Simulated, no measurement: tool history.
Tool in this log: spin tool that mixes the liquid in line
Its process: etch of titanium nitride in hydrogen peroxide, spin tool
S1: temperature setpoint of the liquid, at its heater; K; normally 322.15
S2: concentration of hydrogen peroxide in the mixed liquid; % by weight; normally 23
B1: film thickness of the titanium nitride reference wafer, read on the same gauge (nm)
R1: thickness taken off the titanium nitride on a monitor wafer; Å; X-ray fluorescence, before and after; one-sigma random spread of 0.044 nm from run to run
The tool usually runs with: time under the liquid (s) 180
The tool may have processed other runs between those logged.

{"run": 1, "hour": 0.0, "S1": 322.15, "S2": 23, "time under the liquid (s)": 180, "B1": 70.01, "R1": 68.3}
{"run": 2, "hour": 37.0, "S1": 322.15, "S2": 23, "time under the liquid (s)": 180, "B1": 69.98, "R1": 68.3}
{"run": 3, "hour": 184.4, "S1": 322.15, "S2": 23, "time under the liquid (s)": 180, "B1": 70.04, "R1": 68.7}
{"run": 4, "hour": 242.3, "S1": 316.65, "S2": 19, "time under the liquid (s)": 180, "B1": 69.98, "R1": 44}
{"hour": 274.9, "done": "new drum of peroxide connected"}
{"run": 5, "hour": 288.4, "S1": 322.15, "S2": 23, "time under the liquid (s)": 180, "B1": 69.97, "R1": 69.5}
{"run": 6, "hour": 358.6, "S1": 322.15, "S2": 23, "time under the liquid (s)": 180, "B1": 70, "R1": 69.6}
{"run": 7, "hour": 418.6, "S1": 316.15, "S2": 23, "time under the liquid (s)": 180, "B1": 70.05, "R1": 44.5}
{"run": 8, "hour": 466.6, "S1": 322.15, "S2": 23, "time under the liquid (s)": 100, "B1": 69.98, "R1": 38.4}
{"run": 9, "hour": 512.3, "S1": 322.15, "S2": 23, "time under the liquid (s)": 100, "B1": 69.98, "R1": 38.4}
{"run": 10, "hour": 565.2, "S1": 322.15, "S2": 23, "time under the liquid (s)": 180, "B1": 70.02, "R1": 69.6}
{"run": 11, "hour": 625.6, "S1": 314.65, "S2": 25, "time under the liquid (s)": 220, "B1": 69.95, "R1": 49.8}
{"hour": 656.0, "done": "heated supply line repaired"}
{"run": 12, "hour": 679.3, "S1": 316.15, "S2": 23, "time under the liquid (s)": 180, "B1": 69.97, "R1": 44.3}
{"run": 13, "hour": 723.1, "S1": 322.15, "S2": 23, "time under the liquid (s)": 180, "B1": 70.01, "R1": 69.5}
{"hour": 898.0, "done": "new drum of peroxide connected"}
{"run": 14, "hour": 907.3, "S1": 327.65, "S2": 23, "time under the liquid (s)": 180, "B1": 70.01, "R1": 103.9}
{"hour": 945.2, "done": "thermometer replaced"}
{"run": 15, "hour": 966.5, "S1": 313.65, "S2": 21, "time under the liquid (s)": 120, "B1": 69.98, "R1": 23.2}
{"run": 16, "hour": 991.5, "S1": 322.15, "S2": 23, "time under the liquid (s)": 180, "B1": 69.98, "R1": 67.4}
{"run": 17, "hour": 1021.2, "S1": 316.65, "S2": 18.5, "time under the liquid (s)": 220, "B1": 70.01, "R1": 52.6}
{"hour": 1044.7, "done": "gauge calibrated"}
{"run": 18, "hour": 1055.1, "S1": 322.15, "S2": 23, "time under the liquid (s)": 180, "B1": 69.98, "R1": 68.4}
{"hour": 1071.4, "done": "peroxide flow meter replaced"}
{"run": 19, "hour": 1094.4, "S1": 322.15, "S2": 23, "time under the liquid (s)": 115, "B1": 69.99, "R1": 42.9}
{"run": 20, "hour": 1153.0, "S1": 330.65, "S2": 20, "time under the liquid (s)": 180, "B1": 70.01, "R1": 119.8}
{"run": 21, "hour": 1210.3, "S1": 326.15, "S2": 23, "time under the liquid (s)": 275, "B1": 70, "R1": 137.3}
{"run": 22, "hour": 1281.5, "S1": 322.15, "S2": 23, "time under the liquid (s)": 180, "B1": 70.01, "R1": 67.5}
{"run": 23, "hour": 1322.2, "S1": 325.65, "S2": 29, "time under the liquid (s)": 250, "B1": 70, "R1": 129.6}
{"run": 24, "hour": 1361.2, "S1": 328.65, "S2": 23, "time under the liquid (s)": 180, "B1": 70.03, "R1": 108}
{"run": 25, "hour": 1412.5, "S1": 322.15, "S2": 20.5, "time under the liquid (s)": 120, "B1": 69.99, "R1": 44.4}
{"run": 26, "hour": 1475.3, "S1": 328.65, "S2": 23, "time under the liquid (s)": 180, "B1": 69.99, "R1": 109.1}

3 ways to go on from here, each from the tool as it stands after run 26. What would each give?
{"run": "A", "hour": 1475.8, "S1": 322.15, "S2": 23, "time under the liquid (s)": 180, "B1": "?", "R1": "?"}
{"run": "B", "hour": 1475.8, "S1": 330.15, "S2": 28, "time under the liquid (s)": 270, "B1": "?", "R1": "?"}
{"run": "C", "hour": 1475.8, "S1": 318.15, "S2": 23, "time under the liquid (s)": 180, "B1": "?", "R1": "?"}

run=A B1=69.98 R1=68.8
run=B B1=69.98 R1=189.9
run=C B1=69.98 R1=51.3
Take away the tool's hidden state, keep each run's random variation, and the runs would have read:
run=A R1=67.7
run=B R1=186.9
run=C R1=50.4
